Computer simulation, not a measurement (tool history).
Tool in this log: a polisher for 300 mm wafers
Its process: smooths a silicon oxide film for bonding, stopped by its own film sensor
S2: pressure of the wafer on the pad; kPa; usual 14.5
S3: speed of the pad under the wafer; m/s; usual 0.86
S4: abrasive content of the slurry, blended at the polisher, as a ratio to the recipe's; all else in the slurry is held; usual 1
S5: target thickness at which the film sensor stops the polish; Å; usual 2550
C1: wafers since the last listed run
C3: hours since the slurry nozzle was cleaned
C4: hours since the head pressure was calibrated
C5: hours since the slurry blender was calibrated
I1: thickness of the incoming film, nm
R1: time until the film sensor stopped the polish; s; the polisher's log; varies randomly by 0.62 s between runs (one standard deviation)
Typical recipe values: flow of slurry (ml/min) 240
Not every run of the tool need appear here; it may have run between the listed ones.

{"run": 1, "hour": 0.0, "flow of slurry (ml/min)": 240, "S2": 13.1, "S3": 0.86, "S4": 1, "S5": 2550, "C1": 0, "wafers polished on this pad": 697, "C3": 68.4, "C4": 96.2, "C5": 310.3, "I1": 302, "R1": 83.6}
{"run": 2, "hour": 12.3, "flow of slurry (ml/min)": 240, "S2": 13.1, "S3": 0.86, "S4": 1, "S5": 2550, "C1": 151, "wafers polished on this pad": 849, "C3": 80.7, "C4": 108.5, "C5": 322.6, "I1": 297.4, "R1": 75.7}
{"run": 3, "hour": 24.3, "flow of slurry (ml/min)": 240, "S2": 13.1, "S3": 0.86, "S4": 1, "S5": 2550, "C1": 148, "wafers polished on this pad": 997, "C3": 92.7, "C4": 120.5, "C5": 334.6, "I1": 294.5, "R1": 70.1}
{"hour": 31.6, "done": "worn pad replaced by a new one"}
{"run": 4, "hour": 32.5, "flow of slurry (ml/min)": 240, "S2": 14.5, "S3": 0.86, "S4": 1, "S5": 2550, "C1": 51, "wafers polished on this pad": 11, "C3": 100.9, "C4": 128.7, "C5": 342.8, "I1": 294, "R1": 63}
{"run": 5, "hour": 48.6, "flow of slurry (ml/min)": 270, "S2": 14.5, "S3": 0.86, "S4": 1, "S5": 2550, "C1": 198, "wafers polished on this pad": 209, "C3": 117, "C4": 144.8, "C5": 358.9, "I1": 298.7, "R1": 70.3}
{"run": 6, "hour": 63.7, "flow of slurry (ml/min)": 270, "S2": 14.5, "S3": 0.86, "S4": 1, "S5": 2550, "C1": 186, "wafers polished on this pad": 396, "C3": 132.1, "C4": 159.9, "C5": 374, "I1": 299.8, "R1": 71.3}
{"run": 7, "hour": 79.1, "flow of slurry (ml/min)": 220, "S2": 14.5, "S3": 0.86, "S4": 1, "S5": 2550, "C1": 190, "wafers polished on this pad": 586, "C3": 147.5, "C4": 175.3, "C5": 389.4, "I1": 305.1, "R1": 80.7}
{"run": 8, "hour": 93.6, "flow of slurry (ml/min)": 220, "S2": 14.5, "S3": 0.86, "S4": 1, "S5": 2550, "C1": 178, "wafers polished on this pad": 765, "C3": 162, "C4": 189.8, "C5": 403.9, "I1": 297, "R1": 69.1}
{"run": 9, "hour": 106.7, "flow of slurry (ml/min)": 265, "S2": 14.5, "S3": 0.86, "S4": 1, "S5": 2550, "C1": 161, "wafers polished on this pad": 926, "C3": 175.1, "C4": 202.9, "C5": 417, "I1": 297.2, "R1": 66.8}
{"hour": 115.8, "done": "worn pad replaced by a new one"}
{"run": 10, "hour": 116.3, "flow of slurry (ml/min)": 265, "S2": 14.5, "S3": 0.86, "S4": 1, "S5": 2550, "C1": 69, "wafers polished on this pad": 6, "C3": 184.7, "C4": 212.5, "C5": 426.6, "I1": 304.5, "R1": 79.4}
{"run": 11, "hour": 122.2, "flow of slurry (ml/min)": 240, "S2": 14.5, "S3": 0.86, "S4": 1, "S5": 2550, "C1": 72, "wafers polished on this pad": 78, "C3": 190.6, "C4": 218.4, "C5": 432.5, "I1": 299.8, "R1": 71.5}
{"run": 12, "hour": 139.8, "flow of slurry (ml/min)": 240, "S2": 14.5, "S3": 0.86, "S4": 1, "S5": 2550, "C1": 217, "wafers polished on this pad": 296, "C3": 208.2, "C4": 236, "C5": 450.1, "I1": 300.8, "R1": 74.6}
{"run": 13, "hour": 154.7, "flow of slurry (ml/min)": 240, "S2": 14.5, "S3": 0.86, "S4": 1, "S5": 2550, "C1": 183, "wafers polished on this pad": 480, "C3": 223.1, "C4": 250.9, "C5": 465, "I1": 304.6, "R1": 80.8}
{"run": 14, "hour": 185.6, "flow of slurry (ml/min)": 305, "S2": 19.3, "S3": 0.66, "S4": 1, "S5": 2510, "C1": 381, "wafers polished on this pad": 861, "C3": 254, "C4": 281.8, "C5": 495.9, "I1": 301.1, "R1": 73}
{"hour": 198.8, "done": "slurry nozzle cleaned"}
{"run": 15, "hour": 200.7, "flow of slurry (ml/min)": 240, "S2": 14.5, "S3": 0.86, "S4": 1, "S5": 2550, "C1": 173, "wafers polished on this pad": 1035, "C3": 1.9, "C4": 296.9, "C5": 511, "I1": 301.5, "R1": 75.2}
{"hour": 203.5, "done": "slurry blender recalibrated"}
{"hour": 210.8, "done": "worn pad replaced by a new one"}
{"run": 16, "hour": 211.3, "flow of slurry (ml/min)": 240, "S2": 14.5, "S3": 0.86, "S4": 1, "S5": 2690, "C1": 56, "wafers polished on this pad": 6, "C3": 12.5, "C4": 307.5, "C5": 7.8, "I1": 297.3, "R1": 45.7}
{"run": 17, "hour": 218.0, "flow of slurry (ml/min)": 240, "S2": 14.5, "S3": 0.86, "S4": 1, "S5": 2550, "C1": 82, "wafers polished on this pad": 89, "C3": 19.2, "C4": 314.2, "C5": 14.5, "I1": 297.3, "R1": 68.1}
{"run": 18, "hour": 245.4, "flow of slurry (ml/min)": 240, "S2": 14.5, "S3": 1.06, "S4": 1, "S5": 2550, "C1": 338, "wafers polished on this pad": 427, "C3": 46.6, "C4": 341.6, "C5": 41.9, "I1": 297.3, "R1": 57.1}
{"hour": 248.1, "done": "head pressure recalibrated"}
{"run": 19, "hour": 257.3, "flow of slurry (ml/min)": 240, "S2": 14.5, "S3": 0.86, "S4": 1, "S5": 2550, "C1": 122, "wafers polished on this pad": 549, "C3": 58.5, "C4": 9.2, "C5": 53.8, "I1": 295.2, "R1": 64.8}
{"run": 20, "hour": 266.4, "flow of slurry (ml/min)": 200, "S2": 10.3, "S3": 0.86, "S4": 1.1, "S5": 2550, "C1": 112, "wafers polished on this pad": 661, "C3": 67.6, "C4": 18.3, "C5": 62.9, "I1": 302.6, "R1": 102.7}
{"run": 21, "hour": 276.1, "flow of slurry (ml/min)": 200, "S2": 10.3, "S3": 0.86, "S4": 1.1, "S5": 2550, "C1": 119, "wafers polished on this pad": 781, "C3": 77.3, "C4": 28, "C5": 72.6, "I1": 304.4, "R1": 105.7}
{"hour": 294.1, "done": "worn pad replaced by a new one"}
{"run": 22, "hour": 294.6, "flow of slurry (ml/min)": 240, "S2": 14.5, "S3": 0.86, "S4": 1, "S5": 2550, "C1": 178, "wafers polished on this pad": 6, "C3": 95.8, "C4": 46.5, "C5": 91.1, "I1": 300.1, "R1": 72.2}
{"run": 23, "hour": 296.9, "flow of slurry (ml/min)": 185, "S2": 14.5, "S3": 0.86, "S4": 1, "S5": 2490, "C1": 28, "wafers polished on this pad": 35, "C3": 98.1, "C4": 48.8, "C5": 93.4, "I1": 294.9, "R1": 77.1}
{"run": 24, "hour": 312.2, "flow of slurry (ml/min)": 200, "S2": 13.1, "S3": 0.6, "S4": 1, "S5": 2430, "C1": 188, "wafers polished on this pad": 223, "C3": 113.4, "C4": 64.1, "C5": 108.7, "I1": 297.7, "R1": 132.8}
{"run": 25, "hour": 329.2, "flow of slurry (ml/min)": 285, "S2": 14.5, "S3": 0.86, "S4": 1, "S5": 2550, "C1": 209, "wafers polished on this pad": 433, "C3": 130.4, "C4": 81.1, "C5": 125.7, "I1": 293.4, "R1": 61.1}
{"run": 26, "hour": 341.8, "flow of slurry (ml/min)": 210, "S2": 14.5, "S3": 0.86, "S4": 1, "S5": 2550, "C1": 155, "wafers polished on this pad": 589, "C3": 143, "C4": 93.7, "C5": 138.3, "I1": 299.4, "R1": 73.4}

Entry by entry between the runs, the difference in hidden state between the last listed run before and the first listed run after:
Runs 3 to 4: worn pad replaced by a new one (hour 31.6)
  no hidden state differs between the two runs
Runs 9 to 10: worn pad replaced by a new one (hour 115.8)
  no hidden state differs between the two runs
Runs 14 to 15: slurry nozzle cleaned (hour 198.8)
  no hidden state differs between the two runs
Runs 15 to 16: slurry blender recalibrated (hour 203.5); worn pad replaced by a new one (hour 210.8)
  no hidden state differs between the two runs
Runs 18 to 19: head pressure recalibrated (hour 248.1)
  no hidden state differs between the two runs
Runs 21 to 22: worn pad replaced by a new one (hour 294.1)
  no hidden state differs between the two runs

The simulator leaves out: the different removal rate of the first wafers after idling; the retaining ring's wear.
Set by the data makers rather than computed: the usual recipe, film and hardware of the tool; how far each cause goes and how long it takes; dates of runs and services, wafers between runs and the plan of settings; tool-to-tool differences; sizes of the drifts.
